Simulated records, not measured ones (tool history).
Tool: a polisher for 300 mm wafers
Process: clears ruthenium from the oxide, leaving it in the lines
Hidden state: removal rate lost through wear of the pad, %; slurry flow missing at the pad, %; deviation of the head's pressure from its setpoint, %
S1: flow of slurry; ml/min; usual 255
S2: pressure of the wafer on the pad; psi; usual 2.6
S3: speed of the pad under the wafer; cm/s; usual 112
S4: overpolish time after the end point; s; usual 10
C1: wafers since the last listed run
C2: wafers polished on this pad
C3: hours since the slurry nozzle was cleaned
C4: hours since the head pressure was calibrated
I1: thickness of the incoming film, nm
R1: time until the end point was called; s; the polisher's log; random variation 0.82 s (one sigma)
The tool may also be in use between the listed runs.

run,day,S1,S2,S3,S4,C1,C2,C3,C4,I1,R1
1,0.000,255,2.6,112,10,0,2933,858.5,341.5,165.9,100.1
# day 0.362: worn pad replaced by a new one
2,3.446,255,2.6,112,10,567,533,941.2,424.2,164.4,98.1
# day 4.575: head pressure recalibrated
# day 5.021: slurry nozzle cleaned
3,6.650,255,2.6,112,10,533,1067,39.1,49.8,166.2,98.7
4,9.004,255,2.6,112,10,407,1474,95.6,106.3,164.0,97.6
5,10.783,255,2.6,112,10,308,1782,138.3,149.0,165.0,97.6
6,13.867,255,2.6,112,10,534,2316,212.3,223.0,167.3,99.8
# day 16.996: worn pad replaced by a new one
7,18.158,255,2.6,112,10,714,201,315.3,326.0,166.4,99.3
8,20.346,255,2.6,112,10,378,579,367.8,378.5,161.8,97.6
9,22.529,255,2.6,112,10,378,958,420.2,430.9,166.4,100.9
# day 22.771: head pressure recalibrated
10,30.779,255,2.6,112,10,1414,2372,618.2,192.2,166.4,100.1
11,32.425,255,2.6,112,14,285,2657,657.7,231.7,165.8,99.5
12,34.996,255,2.6,112,14,445,3102,719.4,293.4,165.1,98.5
# day 38.733: slurry nozzle cleaned
# day 38.946: worn pad replaced by a new one
13,39.171,310,2.6,126,10,687,39,10.5,393.6,164.4,85.3
14,42.875,310,2.6,126,10,641,680,99.4,482.5,163.7,85.4
15,44.700,255,3.2,112,10,316,996,143.2,526.3,161.3,81.2
# day 45.808: head pressure recalibrated
16,47.017,255,2.9,88,15,386,1383,198.8,29.0,166.8,117.1
17,48.862,255,2.6,112,14,319,1703,243.1,73.3,165.1,99.5
18,54.921,255,2.6,112,14,1049,2752,388.5,218.7,165.9,100.5
# day 58.775: worn pad replaced by a new one
19,58.796,195,3.1,112,10,642,3,481.5,311.7,162.2,84.8
20,62.229,255,2.6,112,10,594,598,563.9,394.1,164.4,98.9
21,66.104,175,3.1,112,10,671,1269,656.9,487.1,165.7,88.6
# day 68.496: head pressure recalibrated
22,69.896,215,2.3,112,10,642,1911,747.9,33.6,166.1,113.0
# day 73.662: slurry nozzle cleaned
23,74.358,195,2.9,126,10,765,2677,16.7,140.7,165.4,81.6
# day 75.308: worn pad replaced by a new one
24,77.783,320,2.6,82,10,564,429,98.9,222.9,165.1,131.9
25,80.433,255,2.6,112,10,458,888,162.5,286.5,166.2,99.9
26,82.533,255,3.0,138,10,363,1251,212.9,336.9,162.4,69.4
27,86.775,255,2.6,112,10,734,1986,314.7,438.7,165.7,100.3
28,89.138,255,2.6,112,8,409,2395,371.4,495.4,167.9,99.8
# day 92.225: head pressure recalibrated
29,93.183,255,3.4,112,12,686,3081,468.5,23.0,162.6,77.5
# day 95.292: worn pad replaced by a new one
30,95.588,255,2.0,112,14,387,51,526.2,80.7,162.6,121.3

Hidden state at the last listed run before each entry between runs and at the first one after, where it differs:
Between runs 1 and 2: worn pad replaced by a new one (day 0.362)
  no hidden state differs between the two runs
Between runs 2 and 3: head pressure recalibrated (day 4.575); slurry nozzle cleaned (day 5.021)
  no hidden state differs between the two runs
Between runs 6 and 7: worn pad replaced by a new one (day 16.996)
  no hidden state differs between the two runs
Between runs 9 and 10: head pressure recalibrated (day 22.771)
  no hidden state differs between the two runs
Between runs 12 and 13: slurry nozzle cleaned (day 38.733); worn pad replaced by a new one (day 38.946)
  no hidden state differs between the two runs
Between runs 15 and 16: head pressure recalibrated (day 45.808)
  no hidden state differs between the two runs
Between runs 18 and 19: worn pad replaced by a new one (day 58.775)
  no hidden state differs between the two runs
Between runs 21 and 22: head pressure recalibrated (day 68.496)
  no hidden state differs between the two runs
Between runs 22 and 23: slurry nozzle cleaned (day 73.662)
  no hidden state differs between the two runs
Between runs 23 and 24: worn pad replaced by a new one (day 75.308)
  no hidden state differs between the two runs
Between runs 28 and 29: head pressure recalibrated (day 92.225)
  no hidden state differs between the two runs
Between runs 29 and 30: worn pad replaced by a new one (day 95.292)
  no hidden state differs between the two runs

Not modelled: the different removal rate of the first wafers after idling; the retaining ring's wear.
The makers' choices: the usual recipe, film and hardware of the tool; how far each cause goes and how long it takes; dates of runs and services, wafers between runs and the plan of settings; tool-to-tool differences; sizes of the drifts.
